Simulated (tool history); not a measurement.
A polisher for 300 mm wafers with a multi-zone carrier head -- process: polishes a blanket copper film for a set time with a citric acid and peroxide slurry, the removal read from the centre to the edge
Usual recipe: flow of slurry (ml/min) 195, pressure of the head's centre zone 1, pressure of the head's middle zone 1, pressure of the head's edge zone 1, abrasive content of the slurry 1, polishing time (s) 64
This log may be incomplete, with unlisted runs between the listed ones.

| run | hour | flow of slurry (ml/min) | pressure of the head's centre zone | pressure of the head's middle zone | pressure of the head's edge zone | abrasive content of the slurry | polishing time (s) | wafers since the last listed run | wafers polished on this pad | hours since the slurry nozzle was cleaned | hours since the centre zone pressure was calibrated | hours since the edge zone pressure was calibrated | hours since the carrier head's membrane was replaced | incoming thickness of the incoming film, nm | film removed at the wafer's centre (Å) | film removed at mid-radius (Å) | film removed at the wafer's edge (Å) |
|---|---|---|---|---|---|---|---|---|---|---|---|---|---|---|---|---|---|
| 1 | 0 | 195 | 0.96 | 1 | 1 | 1 | 64 | 0 | 1385 | 195.2 | 616.7 | 1069.9 | 524.1 | 860 | 1665 | 1758 | 1738 |
| 2 | 26.2 | 195 | 0.9 | 0.93 | 1 | 0.9 | 54 | 269 | 1655 | 221.4 | 642.9 | 1096.1 | 550.3 | 841 | 1275 | 1348 | 1428 |
| 3 | 59.7 | 195 | 0.96 | 1 | 1 | 1 | 64 | 344 | 1999 | 254.9 | 676.4 | 1129.6 | 583.8 | 852.4 | 1612 | 1762 | 1758 |
|  | 99.5 | edge zone pressure recalibrated |
| 4 | 124.5 | 195 | 1 | 1 | 0.93 | 1 | 79 | 645 | 2645 | 319.7 | 741.2 | 25 | 648.6 | 845 | 2137 | 2140 | 2064 |
| 5 | 188.4 | 260 | 0.9 | 1 | 1 | 1 | 64 | 657 | 3302 | 383.6 | 805.1 | 88.9 | 712.5 | 856.7 | 1546 | 1839 | 1802 |
| 6 | 219.5 | 195 | 1.03 | 1.1 | 1 | 1 | 64 | 319 | 3622 | 414.7 | 836.2 | 120 | 743.6 | 836.5 | 1730 | 1907 | 1752 |
|  | 263.1 | worn pad replaced by a new one, of another model than before |
| 7 | 268.4 | 165 | 1 | 0.88 | 0.93 | 1 | 45 | 461 | 54 | 463.6 | 885.1 | 168.9 | 792.5 | 857.6 | 1137 | 1033 | 1132 |
| 8 | 332.9 | 195 | 1.08 | 1 | 1 | 1.1 | 64 | 663 | 718 | 528.1 | 949.6 | 233.4 | 857 | 847.3 | 1830 | 1817 | 1793 |
| 9 | 372.8 | 195 | 1 | 1 | 1 | 1 | 64 | 410 | 1128 | 568 | 989.5 | 273.3 | 896.9 | 843.4 | 1624 | 1746 | 1757 |
| 10 | 434.1 | 195 | 1 | 1 | 0.97 | 1 | 64 | 630 | 1758 | 629.3 | 1050.8 | 334.6 | 958.2 | 851.7 | 1642 | 1759 | 1713 |
|  | 559 | slurry nozzle cleaned |
|  | 632.2 | carrier head's membrane replaced by a new one |
| 11 | 644.5 | 195 | 1.08 | 1.11 | 1 | 1 | 64 | 2102 | 3860 | 85.5 | 1261.2 | 545 | 12.3 | 843.9 | 1696 | 1904 | 1752 |
|  | 674.7 | worn pad replaced by a new one |
| 12 | 679.5 | 195 | 1.1 | 1.05 | 1 | 1 | 80 | 318 | 49 | 120.5 | 1296.2 | 580 | 47.3 | 843.6 | 2134 | 2285 | 2166 |
|  | 701.2 | centre zone pressure recalibrated |
| 13 | 732.2 | 130 | 1 | 1 | 1 | 0.9 | 64 | 521 | 570 | 173.2 | 31 | 632.7 | 100 | 854.3 | 1333 | 1341 | 1458 |
| 14 | 769.2 | 195 | 1.09 | 1 | 1.08 | 1.15 | 58 | 380 | 951 | 210.2 | 68 | 669.7 | 137 | 838.4 | 1860 | 1654 | 1704 |
| 15 | 831.5 | 195 | 0.91 | 1 | 1 | 0.8 | 70 | 640 | 1591 | 272.5 | 130.3 | 732 | 199.3 | 853.6 | 1685 | 1835 | 1797 |
| 16 | 856.8 | 245 | 1 | 1 | 1 | 1 | 64 | 260 | 1852 | 297.8 | 155.6 | 757.3 | 224.6 | 854.5 | 1903 | 1812 | 1797 |
| 17 | 912.7 | 195 | 1 | 1 | 1 | 1 | 64 | 574 | 2426 | 353.7 | 211.5 | 813.2 | 280.5 | 833.1 | 1747 | 1764 | 1736 |
| 18 | 941.2 | 195 | 1 | 1 | 1.09 | 0.9 | 64 | 293 | 2719 | 382.2 | 240 | 841.7 | 309 | 860.9 | 1720 | 1705 | 1765 |
| 19 | 1009.5 | 195 | 1 | 1 | 1 | 1 | 64 | 702 | 3422 | 450.5 | 308.3 | 910 | 377.3 | 844.4 | 1810 | 1753 | 1740 |
|  | 1034.6 | worn pad replaced by a new one |
| 20 | 1072.5 | 145 | 0.9 | 1 | 1 | 1 | 56 | 606 | 389 | 513.5 | 371.3 | 973 | 440.3 | 836.1 | 1194 | 1328 | 1391 |
| 21 | 1114 | 150 | 1 | 0.9 | 1 | 1 | 79 | 426 | 816 | 555 | 412.8 | 1014.5 | 481.8 | 844.2 | 1946 | 1795 | 2005 |

Forecast each of these 4 alternatives for the next run:
| A | 1114.4 | 195 | 1 | 0.88 | 1 | 1 | 64 | 4 | 820 | 555.4 | 413.2 | 1014.9 | 482.2 | 839.2 | ? | ? | ? |
| B | 1114.4 | 195 | 1 | 0.89 | 1 | 1 | 43 | 4 | 820 | 555.4 | 413.2 | 1014.9 | 482.2 | 839.2 | ? | ? | ? |
| C | 1114.4 | 195 | 1 | 1 | 1 | 0.85 | 64 | 4 | 820 | 555.4 | 413.2 | 1014.9 | 482.2 | 839.2 | ? | ? | ? |
| D | 1114.4 | 195 | 0.95 | 1 | 1 | 1 | 55 | 4 | 820 | 555.4 | 413.2 | 1014.9 | 482.2 | 839.2 | ? | ? | ? |

| run | film removed at the wafer's centre (Å) | film removed at mid-radius (Å) | film removed at the wafer's edge (Å) |
|---|---|---|---|
| A | 1764 | 1581 | 1733 |
| B | 1185 | 1072 | 1164 |
| C | 1696 | 1690 | 1663 |
| D | 1441 | 1512 | 1487 |
With the hidden condition removed and each run's random variation left untouched, the same runs would have given:
| run | film removed at the wafer's centre (Å) | film removed at mid-radius (Å) | film removed at the wafer's edge (Å) |
|---|---|---|---|
| A | 1758 | 1581 | 1733 |
| B | 1181 | 1072 | 1164 |
| C | 1691 | 1690 | 1663 |
| D | 1436 | 1512 | 1487 |
